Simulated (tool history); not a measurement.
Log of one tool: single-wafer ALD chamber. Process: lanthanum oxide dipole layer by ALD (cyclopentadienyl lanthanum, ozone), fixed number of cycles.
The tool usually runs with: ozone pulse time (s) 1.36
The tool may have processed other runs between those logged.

run,hour,ozone pulse time (s),wafers since the last listed run,hours since the last thermocouple change,hours since the last ozone generator service,hours since the showerhead was replaced,hours since the gauge calibration,"read-back reference wafer on the same gauge, thickness_nm",mean film thickness on the monitor wafer (Å)
1,0,1.36,0,2794.9,1044.7,5802,40.9,0.721,5.98
2,15.5,1.58,272,2810.4,1060.2,5817.5,56.4,0.72,6.17
3,62.9,1.58,834,2857.8,1107.6,5864.9,103.8,0.72,6.17
4,89.6,1.36,469,2884.5,1134.3,5891.6,130.5,0.72,5.97
5,166.5,1.36,1353,2961.4,1211.2,5968.5,207.4,0.72,5.94
6,185.2,1.36,329,2980.1,1229.9,5987.2,226.1,0.72,5.94
7,201,1.57,278,2995.9,1245.7,6003,241.9,0.72,6.14
8,231.7,1.57,540,3026.6,1276.4,6033.7,272.6,0.72,6.15
9,252.5,1.1,366,3047.4,1297.2,6054.5,293.4,0.72,5.6
10,283.8,1.1,550,3078.7,1328.5,6085.8,324.7,0.719,5.55
11,319.5,1.1,628,3114.4,1364.2,6121.5,360.4,0.72,5.56
12,333.5,1.16,246,3128.4,1378.2,6135.5,374.4,0.72,5.63
# hour 363.6: thermocouple changed; heater temperature recalibrated
13,364.1,1.66,397,0.5,1408.8,6166.1,405,0.72,6.18
14,377.5,1.73,235,13.9,1422.2,6179.5,418.4,0.72,6.23
15,399.8,1.03,392,36.2,1444.5,6201.8,440.7,0.72,5.39
# hour 419.5: ozone generator serviced
16,433.2,1.2,446,69.6,13.7,6235.2,474.1,0.72,6.01
17,458.2,1.1,439,94.6,38.7,6260.2,499.1,0.72,5.93
# hour 488.1: showerhead replaced
18,491.3,1.62,441,127.7,71.8,3.2,532.2,0.72,6.35
19,515.2,1.08,420,151.6,95.7,27.1,556.1,0.72,5.88
# hour 572.7: gauge calibrated
20,620.6,1.36,1854,257,201.1,132.5,47.9,0.72,6.17
21,648.4,1.22,489,284.8,228.9,160.3,75.7,0.72,6.02
22,683.5,1.36,617,319.9,264,195.4,110.8,0.72,6.17
23,700.1,0.91,292,336.5,280.6,212,127.4,0.72,5.53
24,715.4,1.52,269,351.8,295.9,227.3,142.7,0.72,6.26
25,728.2,0.87,225,364.6,308.7,240.1,155.5,0.72,5.45

Consider 5 possible next runs. They are alternatives, not a sequence: every one starts from the tool as it was left by run 25. What does each give?
A,728.6,1.36,7,365,309.1,240.5,155.9,?,?
B,728.6,1.17,7,365,309.1,240.5,155.9,?,?
C,728.6,1.56,7,365,309.1,240.5,155.9,?,?
D,728.6,1,7,365,309.1,240.5,155.9,?,?
E,728.6,1.78,7,365,309.1,240.5,155.9,?,?

run,"read-back reference wafer on the same gauge, thickness_nm",mean film thickness on the monitor wafer (Å)
A,0.72,6.16
B,0.72,5.96
C,0.72,6.31
D,0.72,5.71
E,0.72,6.43
Without the tool's unlogged condition, the same runs would have read:
run,mean film thickness on the monitor wafer (Å)
A,6.24
B,6.06
C,6.38
D,5.83
E,6.48

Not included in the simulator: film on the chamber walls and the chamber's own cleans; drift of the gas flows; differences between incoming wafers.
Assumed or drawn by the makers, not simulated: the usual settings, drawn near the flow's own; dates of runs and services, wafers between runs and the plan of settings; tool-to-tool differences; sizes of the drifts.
